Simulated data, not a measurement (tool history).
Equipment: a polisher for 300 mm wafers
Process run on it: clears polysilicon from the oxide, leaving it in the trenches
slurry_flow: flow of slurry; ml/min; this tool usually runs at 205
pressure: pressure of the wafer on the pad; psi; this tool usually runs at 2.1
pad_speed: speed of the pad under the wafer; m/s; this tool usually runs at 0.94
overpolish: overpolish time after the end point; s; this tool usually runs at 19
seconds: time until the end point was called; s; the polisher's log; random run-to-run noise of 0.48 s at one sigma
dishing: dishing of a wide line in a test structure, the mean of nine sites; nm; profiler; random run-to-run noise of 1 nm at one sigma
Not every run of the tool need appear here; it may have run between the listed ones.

run   hour  slurry_flow  pressure  pad_speed  overpolish  incoming thickness of the incoming film, nm  seconds  dishing
  1      0          205       2.1       0.94          19                                        333.2     35.8     70.7
  2   33.4          205       2.1       0.94          19                                        323.2     35.2     68.5
  3   39.7          205       2.1       0.94          19                                        326.7     36.3     67.4
  4   50.8          205       2.1       0.94          19                                        330.1     36.2       66
  5   58.5          205       2.1       0.94          19                                        328.5     37.2     66.5
  6   65.2          205       2.1       0.94          19                                        332.6     37.5     67.4
  7   75.3          205       2.1       0.94          19                                        326.6     36.5     68.4
  8   89.1          260       2.1        1.1          19                                        329.6     31.5     68.6
  9  103.8          260       2.1        1.1          19                                        327.7     31.1     71.5
 10  120.4          260       2.1        1.1          19                                        330.3     32.7     70.4
 11  130.6          250       2.1       1.22          19                                        334.8     29.6     71.6
 12  157.4          265       1.5       1.26          30                                          328     35.4     78.6
     163.2  -- worn pad replaced by a new one
 13  167.8          205       2.1       0.94          19                                        332.7     35.4       68
     179.8  -- slurry nozzle cleaned
 14  182.4          205       2.1       0.94          19                                        334.1     36.2     69.2
 15  190.4          205       2.1       0.94           8                                        329.4       37     43.4
     198.2  -- head pressure recalibrated
 16  203.5          150       2.1        1.1          19                                        330.5       33     68.7
 17  211.8          155       2.1       0.84          14                                        327.1     43.3     53.7
 18  227.3          205       2.6       1.06          14                                        325.3     27.9     68.5
 19  236.6          205       2.8        1.2          19                                          327     22.9     75.9

Run 20 has not been measured yet. What should we expect?
 20  252.7          205       2.1       0.94          19                                        336.9        ?        ?

seconds: 39.9 s
dishing: 67.4 nm
Without the tool's hidden state the same run would have given seconds 35.3 s, dishing 70.4 nm.

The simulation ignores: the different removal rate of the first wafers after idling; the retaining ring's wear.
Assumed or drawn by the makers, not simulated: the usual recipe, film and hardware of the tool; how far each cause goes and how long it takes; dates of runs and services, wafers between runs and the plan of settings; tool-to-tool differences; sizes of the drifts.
